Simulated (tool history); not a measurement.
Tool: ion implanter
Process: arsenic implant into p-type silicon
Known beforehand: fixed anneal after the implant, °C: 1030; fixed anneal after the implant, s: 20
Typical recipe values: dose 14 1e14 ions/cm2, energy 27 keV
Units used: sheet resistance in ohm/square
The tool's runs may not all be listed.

| run | hour | dose | energy | read-back reference wafer on the same gauge, sheet resistance | sheet resistance |
|---|---|---|---|---|---|
| 1 | 0 | 14 | 27 | 113.03 | 104.09 |
| 2 | 14.7 | 14 | 27 | 113.06 | 103.65 |
| 3 | 37.1 | 14 | 30 | 113.01 | 101.73 |
| 4 | 71.3 | 14 | 27 | 112.98 | 104.43 |
| 5 | 103.3 | 14 | 27 | 113.07 | 104.47 |
| 6 | 115.8 | 14 | 27 | 113.01 | 104.49 |
|  | 139.1 | gauge calibrated |
| 7 | 147.9 | 14 | 27 | 112.95 | 104.27 |
| 8 | 172.6 | 11.44 | 32 | 113.01 | 113.17 |
| 9 | 193.6 | 11.59 | 34 | 113.06 | 110.81 |
| 10 | 224.4 | 11.44 | 32 | 112.99 | 113.23 |
|  | 242.9 | extraction supply calibrated |
| 11 | 257.7 | 12.46 | 23.5 | 113.07 | 114.57 |
|  | 282.2 | Faraday cup replaced and dose calibrated |
| 12 | 292 | 12.38 | 23.5 | 113.06 | 113.44 |
| 13 | 304.1 | 14 | 27 | 112.99 | 103.51 |
| 14 | 325.2 | 15.54 | 27 | 113.03 | 98.69 |
| 15 | 351.1 | 16.53 | 27 | 113.08 | 95.98 |
| 16 | 392.6 | 14 | 22 | 112.99 | 107.78 |
| 17 | 409.7 | 14 | 18 | 112.97 | 112.11 |

Each row is a separate what-if for the run after 17, all from the same tool condition, not one after another. Results?
| A | 410.1 | 12.87 | 27 | ? | ? |
| B | 410.1 | 12 | 32.5 | ? | ? |
| C | 410.1 | 16.76 | 30.5 | ? | ? |
| D | 410.1 | 11.68 | 24 | ? | ? |

| run | read-back reference wafer on the same gauge, sheet resistance | sheet resistance |
|---|---|---|
| A | 113.07 | 107.99 |
| B | 113.07 | 108.15 |
| C | 113.07 | 92.67 |
| D | 113.07 | 116.39 |
What these runs would have given with no unlogged condition in the tool:
| run | sheet resistance |
|---|---|
| A | 107.34 |
| B | 107.42 |
| C | 92.22 |
| D | 115.65 |

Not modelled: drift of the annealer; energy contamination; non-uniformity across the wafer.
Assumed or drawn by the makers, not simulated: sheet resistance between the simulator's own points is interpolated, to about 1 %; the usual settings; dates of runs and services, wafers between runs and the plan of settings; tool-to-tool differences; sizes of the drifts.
